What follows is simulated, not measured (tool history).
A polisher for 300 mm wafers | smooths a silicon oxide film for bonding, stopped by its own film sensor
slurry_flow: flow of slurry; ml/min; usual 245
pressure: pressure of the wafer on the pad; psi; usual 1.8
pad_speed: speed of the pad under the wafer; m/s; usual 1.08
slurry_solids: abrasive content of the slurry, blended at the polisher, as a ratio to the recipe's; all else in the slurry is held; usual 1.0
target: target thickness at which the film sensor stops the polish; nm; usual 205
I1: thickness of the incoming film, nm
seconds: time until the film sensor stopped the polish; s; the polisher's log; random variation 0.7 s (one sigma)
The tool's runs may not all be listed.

run 1 day=0.000 | slurry_flow=245 pressure=1.8 pad_speed=1.08 slurry_solids=1.0 target=205 | I1=257.8 | seconds=95.3
-- day=0.383 worn pad replaced by a new one
run 2 day=0.467 | slurry_flow=245 pressure=1.8 pad_speed=1.08 slurry_solids=1.0 target=205 | I1=260.2 | seconds=94.1
run 3 day=0.992 | slurry_flow=245 pressure=1.8 pad_speed=1.08 slurry_solids=1.0 target=205 | I1=260.5 | seconds=92.9
run 4 day=1.525 | slurry_flow=245 pressure=1.8 pad_speed=1.08 slurry_solids=1.0 target=205 | I1=259.3 | seconds=93.4
run 5 day=2.021 | slurry_flow=245 pressure=1.8 pad_speed=1.08 slurry_solids=1.0 target=205 | I1=261.2 | seconds=98.3
run 6 day=2.350 | slurry_flow=245 pressure=1.8 pad_speed=1.08 slurry_solids=1.0 target=205 | I1=258.8 | seconds=95.8
run 7 day=2.650 | slurry_flow=245 pressure=1.8 pad_speed=1.08 slurry_solids=1.0 target=205 | I1=256.5 | seconds=91.3
run 8 day=3.262 | slurry_flow=245 pressure=1.8 pad_speed=1.08 slurry_solids=1.0 target=205 | I1=260.1 | seconds=102.2
-- day=3.788 worn pad replaced by a new one
run 9 day=3.908 | slurry_flow=245 pressure=1.8 pad_speed=1.08 slurry_solids=1.0 target=205 | I1=256.1 | seconds=89.4
run 10 day=4.417 | slurry_flow=215 pressure=2.1 pad_speed=1.08 slurry_solids=1.0 target=205 | I1=256.6 | seconds=82.5
-- day=5.112 slurry nozzle cleaned
run 11 day=6.246 | slurry_flow=215 pressure=2.1 pad_speed=1.08 slurry_solids=1.0 target=205 | I1=259.6 | seconds=92.6
run 12 day=6.558 | slurry_flow=215 pressure=2.1 pad_speed=1.08 slurry_solids=1.0 target=205 | I1=258.3 | seconds=91.5
run 13 day=7.146 | slurry_flow=245 pressure=1.8 pad_speed=1.08 slurry_solids=1.0 target=205 | I1=260.9 | seconds=106.7
-- day=7.254 slurry blender recalibrated
-- day=7.500 worn pad replaced by a new one
run 14 day=7.642 | slurry_flow=245 pressure=1.8 pad_speed=1.08 slurry_solids=1.0 target=205 | I1=262.0 | seconds=89.2
run 15 day=7.900 | slurry_flow=245 pressure=1.8 pad_speed=1.08 slurry_solids=1.0 target=205 | I1=260.2 | seconds=85.7
run 16 day=8.192 | slurry_flow=220 pressure=1.3 pad_speed=0.86 slurry_solids=0.8 target=205 | I1=262.9 | seconds=157.8
run 17 day=8.842 | slurry_flow=275 pressure=1.8 pad_speed=1.08 slurry_solids=1.0 target=205 | I1=259.3 | seconds=86.4
run 18 day=9.500 | slurry_flow=245 pressure=1.8 pad_speed=1.08 slurry_solids=1.0 target=205 | I1=259.3 | seconds=89.4
run 19 day=9.842 | slurry_flow=215 pressure=2.1 pad_speed=1.08 slurry_solids=1.0 target=205 | I1=258.3 | seconds=82.8
run 20 day=10.300 | slurry_flow=245 pressure=1.8 pad_speed=1.34 slurry_solids=1.0 target=205 | I1=261.9 | seconds=83.7
-- day=10.638 head pressure recalibrated
run 21 day=10.658 | slurry_flow=285 pressure=1.8 pad_speed=0.76 slurry_solids=1.1 target=219 | I1=259.1 | seconds=80.1
-- day=11.042 worn pad replaced by a new one
run 22 day=11.300 | slurry_flow=245 pressure=2.0 pad_speed=1.08 slurry_solids=1.0 target=195 | I1=257.1 | seconds=95.0
run 23 day=11.696 | slurry_flow=245 pressure=2.3 pad_speed=0.90 slurry_solids=0.8 target=205 | I1=261.7 | seconds=111.7

Run 24 comes next. What will it give?
run 24 day=12.167 | slurry_flow=245 pressure=1.8 pad_speed=1.08 slurry_solids=1.0 target=205 | I1=257.7 | seconds=?

Run 24 gave seconds 88.9 s.
Without the tool's hidden state the same run would have given seconds 81.2 s.
